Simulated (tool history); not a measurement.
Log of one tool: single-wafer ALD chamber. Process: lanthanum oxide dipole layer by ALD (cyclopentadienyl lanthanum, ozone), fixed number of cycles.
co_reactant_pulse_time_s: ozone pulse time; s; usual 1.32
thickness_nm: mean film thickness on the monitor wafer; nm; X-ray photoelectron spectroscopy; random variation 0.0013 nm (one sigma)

run,hour,co_reactant_pulse_time_s,wafers since the last listed run,hours since the last thermocouple change,hours since the last ozone generator service,hours since the showerhead was replaced,hours since the gauge calibration,"read-back reference wafer on the same gauge, thickness_nm",thickness_nm
1,0,1.32,0,2193.5,1407.1,2670.1,2990.8,0.481,0.527
2,133.1,1.32,2466,2326.6,1540.2,2803.2,3123.9,0.482,0.527
# hour 230.3: ozone generator serviced
3,240.8,1.32,1847,2434.3,10.5,2910.9,3231.6,0.481,0.537
4,342.1,1.32,1877,2535.6,111.8,3012.2,3332.9,0.481,0.537
5,394.2,1.72,965,2587.7,163.9,3064.3,3385,0.481,0.56
6,449.2,1.72,1019,2642.7,218.9,3119.3,3440,0.481,0.556
7,503.3,1.32,1002,2696.8,273,3173.4,3494.1,0.481,0.538
8,561.7,1.32,1082,2755.2,331.4,3231.8,3552.5,0.481,0.535
9,605.2,1.32,806,2798.7,374.9,3275.3,3596,0.481,0.537
10,704,1.64,1831,2897.5,473.7,3374.1,3694.8,0.48,0.554
11,802.9,1.32,1833,2996.4,572.6,3473,3793.7,0.482,0.536
12,844.8,1.32,776,3038.3,614.5,3514.9,3835.6,0.481,0.539
13,912.5,0.82,1254,3106,682.2,3582.6,3903.3,0.481,0.482
# hour 952: showerhead replaced
14,956.3,1.32,663,3149.8,726,4.3,3947.1,0.481,0.535
# hour 979.1: thermocouple changed; heater temperature recalibrated
15,1009.5,1.81,837,30.4,779.2,57.5,4000.3,0.481,0.557
16,1114.1,0.87,1938,135,883.8,162.1,4104.9,0.481,0.491
# hour 1142.6: gauge calibrated
17,1221.3,1.02,1986,242.2,991,269.3,78.7,0.481,0.505
18,1260.6,1.18,728,281.5,1030.3,308.6,118,0.481,0.521
19,1322.7,1.83,1150,343.6,1092.4,370.7,180.1,0.481,0.556
20,1387.2,1.32,1195,408.1,1156.9,435.2,244.6,0.481,0.53
21,1492.7,1.17,1955,513.6,1262.4,540.7,350.1,0.481,0.516
# hour 1544.4: ozone generator serviced
22,1552.8,1.6,965,573.7,8.4,600.8,410.2,0.48,0.551

The next listed run, before its measurement:
23,1637,1.85,1560,657.9,92.6,685,494.4,?,?

Run 23 gave read-back reference wafer on the same gauge, thickness_nm 0.481, thickness_nm 0.561 nm.
Without the tool's hidden state the same run would have given thickness_nm 0.562 nm.
